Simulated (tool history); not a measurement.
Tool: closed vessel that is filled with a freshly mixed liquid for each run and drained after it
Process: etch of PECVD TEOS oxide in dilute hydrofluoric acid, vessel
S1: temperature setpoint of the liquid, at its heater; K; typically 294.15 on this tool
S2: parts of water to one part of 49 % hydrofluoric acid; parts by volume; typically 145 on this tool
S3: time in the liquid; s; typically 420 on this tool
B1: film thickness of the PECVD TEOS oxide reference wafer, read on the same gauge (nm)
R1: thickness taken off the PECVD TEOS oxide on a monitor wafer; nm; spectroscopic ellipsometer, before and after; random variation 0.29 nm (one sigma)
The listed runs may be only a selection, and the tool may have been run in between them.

run 1 day=0.000 | S1=297.65 S2=145 S3=420 | B1=100.00 | R1=38.97
run 2 day=1.838 | S1=297.65 S2=145 S3=420 | B1=99.99 | R1=39.13
run 3 day=4.133 | S1=294.15 S2=170 S3=420 | B1=100.01 | R1=27.91
run 4 day=5.921 | S1=294.15 S2=170 S3=420 | B1=100.00 | R1=27.95
run 5 day=8.288 | S1=294.15 S2=105 S3=420 | B1=100.01 | R1=48.20
run 6 day=10.238 | S1=294.15 S2=105 S3=420 | B1=99.99 | R1=47.66
run 7 day=16.412 | S1=294.15 S2=145 S3=420 | B1=100.02 | R1=32.94
run 8 day=19.212 | S1=294.15 S2=145 S3=420 | B1=99.99 | R1=32.74
run 9 day=21.917 | S1=294.15 S2=115 S3=350 | B1=99.98 | R1=35.42
run 10 day=23.742 | S1=290.65 S2=145 S3=420 | B1=100.00 | R1=28.53
run 11 day=25.254 | S1=290.65 S2=145 S3=420 | B1=100.01 | R1=28.23
run 12 day=27.329 | S1=294.15 S2=145 S3=420 | B1=100.00 | R1=32.37
run 13 day=28.725 | S1=294.15 S2=145 S3=420 | B1=100.01 | R1=32.13
-- day=30.054 hydrofluoric acid flow meter replaced
run 14 day=30.154 | S1=290.65 S2=145 S3=650 | B1=99.99 | R1=43.39
run 15 day=32.321 | S1=294.15 S2=145 S3=420 | B1=100.01 | R1=32.09
run 16 day=33.588 | S1=294.15 S2=145 S3=420 | B1=100.00 | R1=32.02
run 17 day=36.167 | S1=291.15 S2=125 S3=520 | B1=100.01 | R1=41.67
run 18 day=39.075 | S1=294.15 S2=145 S3=280 | B1=99.99 | R1=20.98
run 19 day=41.992 | S1=294.15 S2=170 S3=420 | B1=100.01 | R1=26.28
-- day=44.400 thermometer replaced
run 20 day=49.958 | S1=292.15 S2=145 S3=300 | B1=100.02 | R1=22.36
run 21 day=51.504 | S1=290.65 S2=185 S3=615 | B1=99.99 | R1=32.42
-- day=52.521 gauge calibrated
run 22 day=54.479 | S1=294.15 S2=145 S3=420 | B1=100.00 | R1=33.45
run 23 day=56.650 | S1=294.15 S2=115 S3=420 | B1=100.01 | R1=43.50
run 24 day=58.425 | S1=297.15 S2=170 S3=495 | B1=100.02 | R1=36.82
run 25 day=60.204 | S1=294.15 S2=145 S3=515 | B1=100.02 | R1=40.91
run 26 day=63.308 | S1=297.65 S2=175 S3=200 | B1=100.00 | R1=14.55
run 27 day=64.508 | S1=294.15 S2=145 S3=420 | B1=100.00 | R1=32.85
run 28 day=66.658 | S1=290.65 S2=165 S3=170 | B1=100.00 | R1=10.08
run 29 day=69.392 | S1=294.15 S2=145 S3=420 | B1=100.00 | R1=32.70
run 30 day=77.546 | S1=294.15 S2=190 S3=265 | B1=100.00 | R1=15.15
run 31 day=80.017 | S1=294.15 S2=165 S3=420 | B1=100.01 | R1=28.22
run 32 day=81.583 | S1=294.15 S2=145 S3=420 | B1=100.00 | R1=32.59

5 ways to go on from here, each from the tool as it stands after run 32. What would each give?
run A day=81.617 | S1=298.15 S2=145 S3=420 | B1=? | R1=?
run B day=81.617 | S1=299.15 S2=200 S3=650 | B1=? | R1=?
run C day=81.617 | S1=294.15 S2=85 S3=420 | B1=? | R1=?
run D day=81.617 | S1=294.15 S2=145 S3=495 | B1=? | R1=?
run E day=81.617 | S1=296.65 S2=165 S3=420 | B1=? | R1=?

run=A B1=100.00 R1=37.82
run=B B1=100.00 R1=41.49
run=C B1=100.00 R1=58.74
run=D B1=100.00 R1=38.06
run=E B1=100.00 R1=30.68
The same runs, with their run-to-run variation unchanged, on a tool lacking any hidden condition would have given:
run=A R1=40.76
run=B R1=44.55
run=C R1=63.69
run=D R1=41.14
run=E R1=33.07

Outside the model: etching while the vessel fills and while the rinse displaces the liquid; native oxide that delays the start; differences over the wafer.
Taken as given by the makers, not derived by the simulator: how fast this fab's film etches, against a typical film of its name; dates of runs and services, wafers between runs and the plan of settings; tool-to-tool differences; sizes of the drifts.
